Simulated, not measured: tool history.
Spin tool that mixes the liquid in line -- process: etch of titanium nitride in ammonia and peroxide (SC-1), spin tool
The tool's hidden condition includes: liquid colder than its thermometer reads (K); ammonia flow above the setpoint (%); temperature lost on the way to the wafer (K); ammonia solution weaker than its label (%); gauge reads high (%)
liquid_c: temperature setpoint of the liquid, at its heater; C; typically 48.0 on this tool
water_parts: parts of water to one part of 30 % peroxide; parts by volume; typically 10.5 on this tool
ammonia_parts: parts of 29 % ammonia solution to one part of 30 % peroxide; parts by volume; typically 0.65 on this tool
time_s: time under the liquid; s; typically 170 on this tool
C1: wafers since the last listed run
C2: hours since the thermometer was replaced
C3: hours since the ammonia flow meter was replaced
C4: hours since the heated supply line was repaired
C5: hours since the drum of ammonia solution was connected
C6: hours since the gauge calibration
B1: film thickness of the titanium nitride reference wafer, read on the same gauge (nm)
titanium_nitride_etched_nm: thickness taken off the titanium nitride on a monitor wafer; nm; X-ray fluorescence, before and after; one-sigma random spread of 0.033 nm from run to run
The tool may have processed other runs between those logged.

run 1 hour=0.0 | liquid_c=48.0 water_parts=10.5 ammonia_parts=0.65 time_s=170 | C1=0 C2=375.6 C3=1148.3 C4=3745.8 C5=203.1 C6=129.3 | B1=39.99 | titanium_nitride_etched_nm=5.53
run 2 hour=8.2 | liquid_c=48.0 water_parts=8.5 ammonia_parts=0.80 time_s=170 | C1=47 C2=383.8 C3=1156.5 C4=3754.0 C5=211.3 C6=137.5 | B1=39.99 | titanium_nitride_etched_nm=6.34
run 3 hour=20.1 | liquid_c=48.0 water_parts=10.5 ammonia_parts=0.65 time_s=170 | C1=68 C2=395.7 C3=1168.4 C4=3765.9 C5=223.2 C6=149.4 | B1=40.01 | titanium_nitride_etched_nm=5.62
run 4 hour=30.6 | liquid_c=48.0 water_parts=10.5 ammonia_parts=0.65 time_s=170 | C1=60 C2=406.2 C3=1178.9 C4=3776.4 C5=233.7 C6=159.9 | B1=40.02 | titanium_nitride_etched_nm=5.56
run 5 hour=69.5 | liquid_c=48.0 water_parts=10.5 ammonia_parts=0.65 time_s=170 | C1=223 C2=445.1 C3=1217.8 C4=3815.3 C5=272.6 C6=198.8 | B1=40.07 | titanium_nitride_etched_nm=5.49
run 6 hour=76.4 | liquid_c=48.0 water_parts=10.5 ammonia_parts=0.65 time_s=170 | C1=39 C2=452.0 C3=1224.7 C4=3822.2 C5=279.5 C6=205.7 | B1=40.00 | titanium_nitride_etched_nm=5.50
run 7 hour=100.3 | liquid_c=51.0 water_parts=10.5 ammonia_parts=0.65 time_s=170 | C1=137 C2=475.9 C3=1248.6 C4=3846.1 C5=303.4 C6=229.6 | B1=40.00 | titanium_nitride_etched_nm=6.83
run 8 hour=151.3 | liquid_c=51.0 water_parts=10.5 ammonia_parts=0.65 time_s=170 | C1=292 C2=526.9 C3=1299.6 C4=3897.1 C5=354.4 C6=280.6 | B1=39.98 | titanium_nitride_etched_nm=6.75
run 9 hour=163.5 | liquid_c=48.0 water_parts=10.5 ammonia_parts=0.65 time_s=170 | C1=70 C2=539.1 C3=1311.8 C4=3909.3 C5=366.6 C6=292.8 | B1=40.02 | titanium_nitride_etched_nm=5.46
run 10 hour=174.1 | liquid_c=48.0 water_parts=10.5 ammonia_parts=0.65 time_s=170 | C1=60 C2=549.7 C3=1322.4 C4=3919.9 C5=377.2 C6=303.4 | B1=40.00 | titanium_nitride_etched_nm=5.42
-- hour=177.3 ammonia flow meter replaced
-- hour=185.5 gauge calibrated
run 11 hour=190.6 | liquid_c=48.0 water_parts=10.5 ammonia_parts=0.65 time_s=170 | C1=88 C2=566.2 C3=13.3 C4=3936.4 C5=393.7 C6=5.1 | B1=39.96 | titanium_nitride_etched_nm=5.43
-- hour=194.6 new drum of ammonia solution connected
run 12 hour=199.9 | liquid_c=48.0 water_parts=7.5 ammonia_parts=0.45 time_s=170 | C1=47 C2=575.5 C3=22.6 C4=3945.7 C5=5.3 C6=14.4 | B1=39.96 | titanium_nitride_etched_nm=6.02
-- hour=212.3 heated supply line repaired
run 13 hour=214.0 | liquid_c=48.0 water_parts=10.5 ammonia_parts=0.50 time_s=170 | C1=75 C2=589.6 C3=36.7 C4=1.7 C5=19.4 C6=28.5 | B1=40.01 | titanium_nitride_etched_nm=5.20
run 14 hour=225.9 | liquid_c=48.0 water_parts=10.5 ammonia_parts=0.45 time_s=105 | C1=68 C2=601.5 C3=48.6 C4=13.6 C5=31.3 C6=40.4 | B1=40.03 | titanium_nitride_etched_nm=3.17
-- hour=234.9 thermometer replaced
run 15 hour=239.1 | liquid_c=48.0 water_parts=9.0 ammonia_parts=0.95 time_s=245 | C1=70 C2=4.2 C3=61.8 C4=26.8 C5=44.5 C6=53.6 | B1=40.01 | titanium_nitride_etched_nm=8.65
run 16 hour=252.5 | liquid_c=48.0 water_parts=10.5 ammonia_parts=0.65 time_s=170 | C1=76 C2=17.6 C3=75.2 C4=40.2 C5=57.9 C6=67.0 | B1=40.00 | titanium_nitride_etched_nm=5.24
run 17 hour=262.5 | liquid_c=48.0 water_parts=10.5 ammonia_parts=0.65 time_s=170 | C1=57 C2=27.6 C3=85.2 C4=50.2 C5=67.9 C6=77.0 | B1=40.01 | titanium_nitride_etched_nm=5.25
run 18 hour=269.9 | liquid_c=48.0 water_parts=10.5 ammonia_parts=0.65 time_s=170 | C1=42 C2=35.0 C3=92.6 C4=57.6 C5=75.3 C6=84.4 | B1=40.05 | titanium_nitride_etched_nm=5.27
run 19 hour=285.8 | liquid_c=48.0 water_parts=9.0 ammonia_parts=0.95 time_s=245 | C1=91 C2=50.9 C3=108.5 C4=73.5 C5=91.2 C6=100.3 | B1=39.98 | titanium_nitride_etched_nm=8.54
run 20 hour=300.0 | liquid_c=57.5 water_parts=12.5 ammonia_parts=0.40 time_s=80 | C1=81 C2=65.1 C3=122.7 C4=87.7 C5=105.4 C6=114.5 | B1=39.97 | titanium_nitride_etched_nm=3.99
-- hour=312.5 thermometer replaced, repeated, since the last time left the tool worse
run 21 hour=317.2 | liquid_c=40.0 water_parts=6.5 ammonia_parts=0.85 time_s=95 | C1=93 C2=4.7 C3=139.9 C4=104.9 C5=122.6 C6=131.7 | B1=40.05 | titanium_nitride_etched_nm=2.38
run 22 hour=324.5 | liquid_c=43.0 water_parts=12.0 ammonia_parts=0.35 time_s=130 | C1=41 C2=12.0 C3=147.2 C4=112.2 C5=129.9 C6=139.0 | B1=39.93 | titanium_nitride_etched_nm=2.56
run 23 hour=338.0 | liquid_c=48.0 water_parts=14.5 ammonia_parts=0.65 time_s=170 | C1=77 C2=25.5 C3=160.7 C4=125.7 C5=143.4 C6=152.5 | B1=40.00 | titanium_nitride_etched_nm=4.83

5 options for the next run, each taken on its own from the tool as it stands now. Forecast them:
run A hour=338.5 | liquid_c=48.0 water_parts=10.5 ammonia_parts=0.65 time_s=170 | C1=2 C2=26.0 C3=161.2 C4=126.2 C5=143.9 C6=153.0 | B1=? | titanium_nitride_etched_nm=?
run B hour=338.5 | liquid_c=38.0 water_parts=10.5 ammonia_parts=0.65 time_s=230 | C1=2 C2=26.0 C3=161.2 C4=126.2 C5=143.9 C6=153.0 | B1=? | titanium_nitride_etched_nm=?
run C hour=338.5 | liquid_c=39.0 water_parts=10.5 ammonia_parts=0.65 time_s=260 | C1=2 C2=26.0 C3=161.2 C4=126.2 C5=143.9 C6=153.0 | B1=? | titanium_nitride_etched_nm=?
run D hour=338.5 | liquid_c=48.0 water_parts=10.5 ammonia_parts=0.65 time_s=105 | C1=2 C2=26.0 C3=161.2 C4=126.2 C5=143.9 C6=153.0 | B1=? | titanium_nitride_etched_nm=?
run E hour=338.5 | liquid_c=48.0 water_parts=10.5 ammonia_parts=0.80 time_s=170 | C1=2 C2=26.0 C3=161.2 C4=126.2 C5=143.9 C6=153.0 | B1=? | titanium_nitride_etched_nm=?

run=A B1=39.97 titanium_nitride_etched_nm=5.76
run=B B1=39.97 titanium_nitride_etched_nm=3.76
run=C B1=39.97 titanium_nitride_etched_nm=4.58
run=D B1=39.97 titanium_nitride_etched_nm=3.56
run=E B1=39.97 titanium_nitride_etched_nm=5.96
Had the tool no hidden state, the same runs would have come out as:
run=A titanium_nitride_etched_nm=5.81
run=B titanium_nitride_etched_nm=3.79
run=C titanium_nitride_etched_nm=4.62
run=D titanium_nitride_etched_nm=3.59
run=E titanium_nitride_etched_nm=6.01

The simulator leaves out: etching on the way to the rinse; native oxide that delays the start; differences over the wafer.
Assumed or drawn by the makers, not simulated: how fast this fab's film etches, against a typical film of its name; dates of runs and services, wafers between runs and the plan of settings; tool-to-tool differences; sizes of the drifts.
